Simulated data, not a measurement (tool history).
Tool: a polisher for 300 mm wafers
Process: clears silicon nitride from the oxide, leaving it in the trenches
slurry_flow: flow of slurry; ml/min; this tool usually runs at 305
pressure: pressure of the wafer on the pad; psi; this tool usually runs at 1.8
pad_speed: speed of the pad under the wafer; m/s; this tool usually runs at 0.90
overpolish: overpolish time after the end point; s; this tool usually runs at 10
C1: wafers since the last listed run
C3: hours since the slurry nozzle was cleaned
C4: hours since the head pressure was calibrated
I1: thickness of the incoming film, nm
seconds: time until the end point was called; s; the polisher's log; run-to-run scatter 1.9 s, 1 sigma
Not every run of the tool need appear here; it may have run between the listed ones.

Run 1, hour 0.0: usual settings but overpolish 5 s; C1 0; wafers polished on this pad 4477; C3 774.1; C4 1257.5; I1 55.7. Result: seconds 116.8 s.
At hour 28.6: head pressure recalibrated.
At hour 87.3: slurry nozzle cleaned.
Run 2, hour 99.8: usual settings but overpolish 5 s; C1 1026; wafers polished on this pad 5503; C3 12.5; C4 71.2; I1 56.1. Result: seconds 120.9 s.
Run 3, hour 148.5: usual settings but overpolish 5 s; C1 516; wafers polished on this pad 6020; C3 61.2; C4 119.9; I1 55.2. Result: seconds 120.0 s.
Run 4, hour 190.1: usual settings; C1 441; wafers polished on this pad 6461; C3 102.8; C4 161.5; I1 55.6. Result: seconds 123.8 s.
At hour 298.1: worn pad replaced by a new one.
Run 5, hour 298.6: usual settings but slurry_flow 370 ml/min; C1 1108; wafers polished on this pad 5; C3 211.3; C4 270.0; I1 55.1. Result: seconds 106.3 s.
Run 6, hour 388.9: usual settings but slurry_flow 370 ml/min; C1 957; wafers polished on this pad 963; C3 301.6; C4 360.3; I1 55.2. Result: seconds 113.0 s.
Run 7, hour 458.1: usual settings but slurry_flow 370 ml/min; C1 734; wafers polished on this pad 1697; C3 370.8; C4 429.5; I1 55.5. Result: seconds 110.9 s.
Run 8, hour 766.3: usual settings; C1 3269; wafers polished on this pad 4966; C3 679.0; C4 737.7; I1 54.8. Result: seconds 114.9 s.
At hour 923.4: slurry nozzle cleaned.
Run 9, hour 1000.1: usual settings; C1 2469; wafers polished on this pad 7436; C3 76.7; C4 971.5; I1 56.0. Result: seconds 124.3 s.
Run 10, hour 1036.3: usual settings; C1 384; wafers polished on this pad 7820; C3 112.9; C4 1007.7; I1 55.6. Result: seconds 125.8 s.
At hour 1100.4: worn pad replaced by a new one.
Run 11, hour 1140.2: usual settings but pressure 2.1 psi; C1 1059; wafers polished on this pad 422; C3 216.8; C4 1111.6; I1 54.4. Result: seconds 94.8 s.
Run 12, hour 1195.6: usual settings but pressure 2.1 psi; C1 587; wafers polished on this pad 1009; C3 272.2; C4 1167.0; I1 54.8. Result: seconds 94.9 s.
Run 13, hour 1239.3: usual settings but pressure 2.1 psi; C1 463; wafers polished on this pad 1473; C3 315.9; C4 1210.7; I1 55.1. Result: seconds 97.7 s.
Run 14, hour 1329.5: usual settings; C1 956; wafers polished on this pad 2430; C3 406.1; C4 1300.9; I1 55.9. Result: seconds 116.3 s.
Run 15, hour 1416.3: usual settings but pressure 1.5 psi; C1 920; wafers polished on this pad 3350; C3 492.9; C4 1387.7; I1 54.2. Result: seconds 137.6 s.
At hour 1425.9: head pressure recalibrated.
Run 16, hour 1464.7: usual settings but pressure 1.5 psi; C1 492; wafers polished on this pad 3843; C3 541.3; C4 38.8; I1 54.7. Result: seconds 136.8 s.
Run 17, hour 1510.9: usual settings; C1 490; wafers polished on this pad 4333; C3 587.5; C4 85.0; I1 54.4. Result: seconds 114.4 s.
Run 18, hour 1556.5: usual settings but overpolish 7 s; C1 483; wafers polished on this pad 4816; C3 633.1; C4 130.6; I1 54.9. Result: seconds 119.1 s.
Run 19, hour 1647.7: usual settings but slurry_flow 365 ml/min, pressure 2.2 psi, pad_speed 0.64 m/s, overpolish 4 s; C1 967; wafers polished on this pad 5784; C3 724.3; C4 221.8; I1 54.5. Result: seconds 132.9 s.
At hour 1851.6: worn pad replaced by a new one.
At hour 1868.3: slurry nozzle cleaned.
Run 20, hour 1942.6: usual settings but overpolish 12 s; C1 3075; wafers polished on this pad 954; C3 74.3; C4 516.7; I1 55.0. Result: seconds 112.6 s.
Run 21, hour 2040.9: usual settings but pressure 2.0 psi; C1 1042; wafers polished on this pad 1997; C3 172.6; C4 615.0; I1 54.9. Result: seconds 100.5 s.
Run 22, hour 2104.7: usual settings; C1 676; wafers polished on this pad 2673; C3 236.4; C4 678.8; I1 54.3. Result: seconds 113.3 s.
Run 23, hour 2164.4: usual settings; C1 633; wafers polished on this pad 3307; C3 296.1; C4 738.5; I1 54.1. Result: seconds 113.2 s.
Run 24, hour 2249.8: usual settings; C1 905; wafers polished on this pad 4213; C3 381.5; C4 823.9; I1 55.4. Result: seconds 120.7 s.
Run 25, hour 2319.2: usual settings but pressure 1.5 psi; C1 736; wafers polished on this pad 4949; C3 450.9; C4 893.3; I1 54.3. Result: seconds 142.4 s.
Run 26, hour 2416.5: usual settings but overpolish 12 s; C1 1032; wafers polished on this pad 5981; C3 548.2; C4 990.6; I1 54.5. Result: seconds 120.7 s.
Run 27, hour 2493.2: usual settings; C1 813; wafers polished on this pad 6795; C3 624.9; C4 1067.3; I1 54.9. Result: seconds 121.7 s.
At hour 2505.5: head pressure recalibrated.
At hour 2542.2: worn pad replaced by a new one.
Run 28, hour 2572.0: usual settings but pressure 1.5 psi, pad_speed 0.72 m/s; C1 772; wafers polished on this pad 316; C3 703.7; C4 66.5; I1 55.2. Result: seconds 156.9 s.
Run 29, hour 2664.5: usual settings but slurry_flow 385 ml/min, pressure 1.2 psi, pad_speed 1.12 m/s, overpolish 5 s; C1 981; wafers polished on this pad 1297; C3 796.2; C4 159.0; I1 55.6. Result: seconds 132.8 s.
Run 30, hour 2758.8: usual settings but slurry_flow 400 ml/min; C1 1000; wafers polished on this pad 2297; C3 890.5; C4 253.3; I1 54.7. Result: seconds 108.1 s.
At hour 2773.5: slurry nozzle cleaned.
Run 31, hour 2841.2: usual settings but slurry_flow 230 ml/min, pressure 1.3 psi, pad_speed 1.00 m/s, overpolish 8 s; C1 863; wafers polished on this pad 3161; C3 67.7; C4 335.7; I1 55.0. Result: seconds 147.9 s.
Run 32, hour 2932.3: usual settings but slurry_flow 245 ml/min, pressure 2.1 psi, pad_speed 1.20 m/s, overpolish 12 s; C1 966; wafers polished on this pad 4127; C3 158.8; C4 426.8; I1 56.0. Result: seconds 82.1 s.
Run 33, hour 2987.1: usual settings but pad_speed 1.10 m/s; C1 581; wafers polished on this pad 4708; C3 213.6; C4 481.6; I1 54.1. Result: seconds 98.7 s.
Run 34, hour 3107.3: usual settings but slurry_flow 355 ml/min, pressure 2.4 psi; C1 1275; wafers polished on this pad 5983; C3 333.8; C4 601.8; I1 54.6. Result: seconds 90.5 s.
Run 35, hour 3199.4: usual settings but slurry_flow 200 ml/min, overpolish 15 s; C1 977; wafers polished on this pad 6961; C3 425.9; C4 693.9; I1 54.9. Result: seconds 126.8 s.
At hour 3218.1: worn pad replaced by a new one.
Run 36, hour 3298.3: usual settings but slurry_flow 385 ml/min, pad_speed 1.14 m/s; C1 1006; wafers polished on this pad 851; C3 524.8; C4 792.8; I1 53.9. Result: seconds 87.9 s.
Run 37, hour 3377.3: usual settings; C1 838; wafers polished on this pad 1689; C3 603.8; C4 871.8; I1 54.8. Result: seconds 114.8 s.

The same runs without the tool's hidden state, with the same run-to-run variation:
What the log doesn't record here: removal rate lost through wear of the pad, %; slurry flow missing at the pad, %; deviation of the head's pressure from its setpoint, %.
run  seconds
  1    108.6
  2    110.4
  3    108.6
  4    111.2
  5    106.1
  6    111.0
  7    107.7
  8    105.8
  9    109.6
 10    110.2
 11     92.2
 12     91.4
 13     93.4
 14    109.4
 15    127.5
 16    125.7
 17    104.3
 18    107.7
 19    118.1
 20    110.4
 21     96.9
 22    108.0
 23    106.8
 24    112.2
 25    130.7
 26    108.9
 27    108.3
 28    154.2
 29    128.5
 30    103.0
 31    138.9
 32     75.8
 33     90.3
 34     81.0
 35    111.6
 36     86.3
 37    111.2
